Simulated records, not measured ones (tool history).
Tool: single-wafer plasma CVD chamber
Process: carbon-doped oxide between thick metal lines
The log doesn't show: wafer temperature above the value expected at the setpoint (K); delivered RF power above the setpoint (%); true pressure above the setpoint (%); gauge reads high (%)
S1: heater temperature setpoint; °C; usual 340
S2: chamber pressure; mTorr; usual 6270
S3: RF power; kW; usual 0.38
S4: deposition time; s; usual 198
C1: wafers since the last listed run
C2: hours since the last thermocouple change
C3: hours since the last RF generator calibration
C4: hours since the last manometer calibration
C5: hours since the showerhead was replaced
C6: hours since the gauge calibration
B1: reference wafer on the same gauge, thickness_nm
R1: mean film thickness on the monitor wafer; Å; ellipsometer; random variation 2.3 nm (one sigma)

| run | hour | S1 | S2 | S3 | S4 | C1 | C2 | C3 | C4 | C5 | C6 | B1 | R1 |
|---|---|---|---|---|---|---|---|---|---|---|---|---|---|
| 1 | 0 | 340 | 6270 | 0.405 | 198 | 0 | 804 | 1996.9 | 831.1 | 7613.5 | 169.7 | 727.391 | 8261.19 |
| 2 | 23.4 | 340 | 6270 | 0.405 | 198 | 195 | 827.4 | 2020.3 | 854.5 | 7636.9 | 193.1 | 727.288 | 8280.73 |
| 3 | 53.5 | 340 | 6270 | 0.405 | 198 | 251 | 857.5 | 2050.4 | 884.6 | 7667 | 223.2 | 728.127 | 8284.43 |
| 4 | 86.8 | 340 | 6270 | 0.38 | 198 | 278 | 890.8 | 2083.7 | 917.9 | 7700.3 | 256.5 | 728.233 | 8040.82 |
| 5 | 120.2 | 340 | 6270 | 0.38 | 198 | 279 | 924.2 | 2117.1 | 951.3 | 7733.7 | 289.9 | 727.719 | 8013.49 |
| 6 | 132.2 | 333 | 6270 | 0.38 | 198 | 100 | 936.2 | 2129.1 | 963.3 | 7745.7 | 301.9 | 728.237 | 8184.03 |
| 7 | 161 | 333 | 6270 | 0.38 | 198 | 240 | 965 | 2157.9 | 992.1 | 7774.5 | 330.7 | 728.237 | 8118.67 |
| 8 | 194.9 | 340 | 6270 | 0.38 | 176 | 283 | 998.9 | 2191.8 | 1026 | 7808.4 | 364.6 | 727.984 | 7076.64 |
| 9 | 230.2 | 340 | 6270 | 0.38 | 176 | 295 | 1034.2 | 2227.1 | 1061.3 | 7843.7 | 399.9 | 727.722 | 7083.9 |
| 10 | 251.8 | 340 | 6270 | 0.38 | 176 | 180 | 1055.8 | 2248.7 | 1082.9 | 7865.3 | 421.5 | 728.165 | 7143.66 |
| 11 | 287.6 | 340 | 6270 | 0.38 | 198 | 299 | 1091.6 | 2284.5 | 1118.7 | 7901.1 | 457.3 | 727.777 | 7994.63 |
| 12 | 318.3 | 340 | 6270 | 0.38 | 198 | 256 | 1122.3 | 2315.2 | 1149.4 | 7931.8 | 488 | 728.333 | 8010.9 |
|  | 360.5 | thermocouple changed; heater temperature recalibrated |
| 13 | 361 | 340 | 6270 | 0.38 | 198 | 290 | 0.5 | 2357.9 | 1192.1 | 7974.5 | 530.7 | 728.788 | 8096.65 |
| 14 | 388.8 | 340 | 6270 | 0.38 | 198 | 232 | 28.3 | 2385.7 | 1219.9 | 8002.3 | 558.5 | 727.608 | 8102.63 |
|  | 398.1 | capacitance manometer re-zeroed and calibrated |
| 15 | 418.9 | 340 | 6270 | 0.425 | 198 | 184 | 58.4 | 2415.8 | 20.8 | 8032.4 | 588.6 | 727.659 | 8528.18 |
|  | 431.7 | gauge calibrated |
| 16 | 452.2 | 340 | 7770 | 0.38 | 233 | 278 | 91.7 | 2449.1 | 54.1 | 8065.7 | 20.5 | 728.186 | 9769.98 |
| 17 | 474.7 | 340 | 5040 | 0.38 | 198 | 188 | 114.2 | 2471.6 | 76.6 | 8088.2 | 43 | 728.158 | 7692.13 |
| 18 | 504.1 | 352 | 6270 | 0.42 | 198 | 245 | 143.6 | 2501 | 106 | 8117.6 | 72.4 | 728.362 | 8243.06 |
|  | 533 | RF generator calibrated |
| 19 | 533.5 | 335 | 5240 | 0.38 | 198 | 178 | 173 | 0.5 | 135.4 | 8147 | 101.8 | 728.187 | 7856.97 |
| 20 | 547.7 | 340 | 6270 | 0.38 | 198 | 118 | 187.2 | 14.7 | 149.6 | 8161.2 | 116 | 727.575 | 8056.47 |
| 21 | 583.7 | 350 | 6270 | 0.42 | 173 | 301 | 223.2 | 50.7 | 185.6 | 8197.2 | 152 | 727.707 | 7197.69 |
|  | 593.6 | showerhead replaced |
| 22 | 615.4 | 332 | 6270 | 0.33 | 198 | 198 | 254.9 | 82.4 | 217.3 | 21.8 | 183.7 | 727.764 | 7616.01 |
| 23 | 628.5 | 333 | 6270 | 0.38 | 198 | 109 | 268 | 95.5 | 230.4 | 34.9 | 196.8 | 727.924 | 8197.34 |
| 24 | 733.1 | 340 | 6270 | 0.38 | 198 | 874 | 372.6 | 200.1 | 335 | 139.5 | 301.4 | 728.055 | 8024.01 |
| 25 | 757.9 | 327 | 6270 | 0.43 | 198 | 207 | 397.4 | 224.9 | 359.8 | 164.3 | 326.2 | 727.832 | 8862.49 |
| 26 | 781.8 | 340 | 6270 | 0.38 | 224 | 199 | 421.3 | 248.8 | 383.7 | 188.2 | 350.1 | 728.264 | 9129.64 |
| 27 | 794 | 354 | 6270 | 0.38 | 198 | 102 | 433.5 | 261 | 395.9 | 200.4 | 362.3 | 727.587 | 7773.21 |
| 28 | 810.8 | 340 | 7190 | 0.435 | 198 | 140 | 450.3 | 277.8 | 412.7 | 217.2 | 379.1 | 727.528 | 8788.06 |
| 29 | 840 | 340 | 6270 | 0.38 | 236 | 244 | 479.5 | 307 | 441.9 | 246.4 | 408.3 | 728.977 | 9543.03 |

3 ways to go on from here, each from the tool as it stands after run 29. What would each give?
| A | 840.5 | 340 | 6270 | 0.32 | 198 | 4 | 480 | 307.5 | 442.4 | 246.9 | 408.8 | ? | ? |
| B | 840.5 | 340 | 6270 | 0.38 | 222 | 4 | 480 | 307.5 | 442.4 | 246.9 | 408.8 | ? | ? |
| C | 840.5 | 350 | 6270 | 0.38 | 221 | 4 | 480 | 307.5 | 442.4 | 246.9 | 408.8 | ? | ? |

| run | B1 | R1 |
|---|---|---|
| A | 727.367 | 7340.39 |
| B | 727.367 | 8978.42 |
| C | 727.367 | 8734.35 |
Without the tool's hidden state the same runs would have given:
| run | R1 |
|---|---|
| A | 7414.47 |
| B | 9069.02 |
| C | 8816.07 |

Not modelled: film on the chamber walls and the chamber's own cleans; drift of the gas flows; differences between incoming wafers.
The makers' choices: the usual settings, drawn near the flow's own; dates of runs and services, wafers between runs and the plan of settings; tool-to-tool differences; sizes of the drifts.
